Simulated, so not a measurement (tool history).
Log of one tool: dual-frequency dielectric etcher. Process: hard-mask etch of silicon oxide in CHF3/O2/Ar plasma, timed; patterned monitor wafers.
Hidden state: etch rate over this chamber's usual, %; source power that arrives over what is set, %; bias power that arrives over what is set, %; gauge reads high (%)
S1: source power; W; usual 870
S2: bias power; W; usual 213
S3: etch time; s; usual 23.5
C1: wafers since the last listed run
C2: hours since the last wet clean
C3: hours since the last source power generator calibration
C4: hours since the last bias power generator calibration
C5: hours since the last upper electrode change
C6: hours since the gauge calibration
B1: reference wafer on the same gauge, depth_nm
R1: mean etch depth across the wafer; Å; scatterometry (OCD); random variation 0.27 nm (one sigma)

{"run": 1, "day": 0.0, "S1": 870, "S2": 213, "S3": 27.0, "C1": 0, "C2": 189.4, "C3": 1788.3, "C4": 3784.0, "C5": 5726.0, "C6": 807.6, "B1": 48.5, "R1": 621}
{"run": 2, "day": 2.138, "S1": 870, "S2": 213, "S3": 27.0, "C1": 702, "C2": 240.7, "C3": 1839.6, "C4": 3835.3, "C5": 5777.3, "C6": 858.9, "B1": 48.5, "R1": 617}
{"run": 3, "day": 4.346, "S1": 870, "S2": 213, "S3": 23.5, "C1": 725, "C2": 293.7, "C3": 1892.6, "C4": 3888.3, "C5": 5830.3, "C6": 911.9, "B1": 48.4, "R1": 534}
{"day": 4.362, "done": "gauge calibrated"}
{"run": 4, "day": 5.538, "S1": 870, "S2": 213, "S3": 23.5, "C1": 391, "C2": 322.3, "C3": 1921.2, "C4": 3916.9, "C5": 5858.9, "C6": 28.2, "B1": 50.0, "R1": 555}
{"run": 5, "day": 6.975, "S1": 1020, "S2": 248, "S3": 23.5, "C1": 472, "C2": 356.8, "C3": 1955.7, "C4": 3951.4, "C5": 5893.4, "C6": 62.7, "B1": 49.8, "R1": 615}
{"run": 6, "day": 8.538, "S1": 1020, "S2": 248, "S3": 23.5, "C1": 513, "C2": 394.3, "C3": 1993.2, "C4": 3988.9, "C5": 5930.9, "C6": 100.2, "B1": 49.6, "R1": 612}
{"day": 10.646, "done": "wet clean of the chamber"}
{"run": 7, "day": 11.042, "S1": 1020, "S2": 248, "S3": 23.5, "C1": 494, "C2": 9.5, "C3": 2053.3, "C4": 4049.0, "C5": 5991.0, "C6": 160.3, "B1": 49.3, "R1": 614}
{"run": 8, "day": 13.954, "S1": 870, "S2": 202, "S3": 23.5, "C1": 957, "C2": 79.4, "C3": 2123.2, "C4": 4118.9, "C5": 6060.9, "C6": 230.2, "B1": 49.1, "R1": 538}
{"day": 15.304, "done": "bias power generator calibrated"}
{"run": 9, "day": 15.575, "S1": 870, "S2": 202, "S3": 23.5, "C1": 477, "C2": 118.3, "C3": 2162.1, "C4": 6.5, "C5": 6099.8, "C6": 269.1, "B1": 49.0, "R1": 538}
{"run": 10, "day": 18.008, "S1": 870, "S2": 251, "S3": 23.5, "C1": 799, "C2": 176.7, "C3": 2220.5, "C4": 64.9, "C5": 6158.2, "C6": 327.5, "B1": 48.8, "R1": 569}
{"run": 11, "day": 19.317, "S1": 870, "S2": 251, "S3": 23.5, "C1": 430, "C2": 208.1, "C3": 2251.9, "C4": 96.3, "C5": 6189.6, "C6": 358.9, "B1": 48.8, "R1": 565}
{"day": 23.183, "done": "upper electrode replaced"}
{"run": 12, "day": 23.204, "S1": 930, "S2": 213, "S3": 23.5, "C1": 949, "C2": 301.4, "C3": 2345.2, "C4": 189.6, "C5": 0.5, "C6": 452.2, "B1": 48.7, "R1": 557}
{"run": 13, "day": 23.338, "S1": 670, "S2": 242, "S3": 28.5, "C1": 43, "C2": 304.6, "C3": 2348.4, "C4": 192.8, "C5": 3.7, "C6": 455.4, "B1": 48.6, "R1": 598}
{"run": 14, "day": 24.442, "S1": 1020, "S2": 248, "S3": 23.5, "C1": 362, "C2": 331.1, "C3": 2374.9, "C4": 219.3, "C5": 30.2, "C6": 481.9, "B1": 48.6, "R1": 603}
{"run": 15, "day": 26.279, "S1": 870, "S2": 251, "S3": 23.5, "C1": 603, "C2": 375.2, "C3": 2419.0, "C4": 263.4, "C5": 74.3, "C6": 526.0, "B1": 48.6, "R1": 560}
{"day": 29.338, "done": "wet clean of the chamber"}
{"run": 16, "day": 29.358, "S1": 680, "S2": 238, "S3": 26.5, "C1": 683, "C2": 0.5, "C3": 2492.9, "C4": 337.3, "C5": 148.2, "C6": 599.9, "B1": 48.6, "R1": 561}
{"run": 17, "day": 30.162, "S1": 710, "S2": 213, "S3": 21.5, "C1": 264, "C2": 19.8, "C3": 2512.2, "C4": 356.6, "C5": 167.5, "C6": 619.2, "B1": 48.5, "R1": 449}
{"run": 18, "day": 31.329, "S1": 810, "S2": 262, "S3": 20.0, "C1": 383, "C2": 47.8, "C3": 2540.2, "C4": 384.6, "C5": 195.5, "C6": 647.2, "B1": 48.5, "R1": 471}
{"run": 19, "day": 34.046, "S1": 870, "S2": 213, "S3": 23.5, "C1": 892, "C2": 113.0, "C3": 2605.4, "C4": 449.8, "C5": 260.7, "C6": 712.4, "B1": 48.4, "R1": 536}
{"day": 34.262, "done": "source power generator calibrated"}
{"day": 35.162, "done": "gauge calibrated"}
{"run": 20, "day": 35.85, "S1": 800, "S2": 185, "S3": 29.5, "C1": 538, "C2": 156.3, "C3": 38.1, "C4": 493.1, "C5": 304.0, "C6": 16.5, "B1": 49.9, "R1": 649}
{"run": 21, "day": 37.383, "S1": 740, "S2": 253, "S3": 20.0, "C1": 503, "C2": 193.1, "C3": 74.9, "C4": 529.9, "C5": 340.8, "C6": 53.3, "B1": 49.6, "R1": 454}
{"run": 22, "day": 39.662, "S1": 720, "S2": 238, "S3": 17.0, "C1": 749, "C2": 247.8, "C3": 129.6, "C4": 584.6, "C5": 395.5, "C6": 108.0, "B1": 49.3, "R1": 376}
{"run": 23, "day": 42.05, "S1": 800, "S2": 213, "S3": 23.5, "C1": 784, "C2": 305.1, "C3": 186.9, "C4": 641.9, "C5": 452.8, "C6": 165.3, "B1": 49.1, "R1": 527}
{"day": 46.762, "done": "wet clean of the chamber"}
{"run": 24, "day": 49.638, "S1": 870, "S2": 261, "S3": 23.5, "C1": 2165, "C2": 69.0, "C3": 369.0, "C4": 824.0, "C5": 634.9, "C6": 347.4, "B1": 48.7, "R1": 568}

3 ways to go on from here, each from the tool as it stands after run 24. What would each give?
{"run": "A", "day": 49.654, "S1": 870, "S2": 213, "S3": 25.5, "C1": 5, "C2": 69.4, "C3": 369.4, "C4": 824.4, "C5": 635.3, "C6": 347.8, "B1": "?", "R1": "?"}
{"run": "B", "day": 49.654, "S1": 770, "S2": 253, "S3": 30.0, "C1": 5, "C2": 69.4, "C3": 369.4, "C4": 824.4, "C5": 635.3, "C6": 347.8, "B1": "?", "R1": "?"}
{"run": "C", "day": 49.654, "S1": 980, "S2": 213, "S3": 23.5, "C1": 5, "C2": 69.4, "C3": 369.4, "C4": 824.4, "C5": 635.3, "C6": 347.8, "B1": "?", "R1": "?"}

run=A B1=48.6 R1=581
run=B B1=48.6 R1=677
run=C B1=48.6 R1=564
Without the tool's hidden state the same runs would have given:
run=A R1=600
run=B R1=698
run=C R1=582

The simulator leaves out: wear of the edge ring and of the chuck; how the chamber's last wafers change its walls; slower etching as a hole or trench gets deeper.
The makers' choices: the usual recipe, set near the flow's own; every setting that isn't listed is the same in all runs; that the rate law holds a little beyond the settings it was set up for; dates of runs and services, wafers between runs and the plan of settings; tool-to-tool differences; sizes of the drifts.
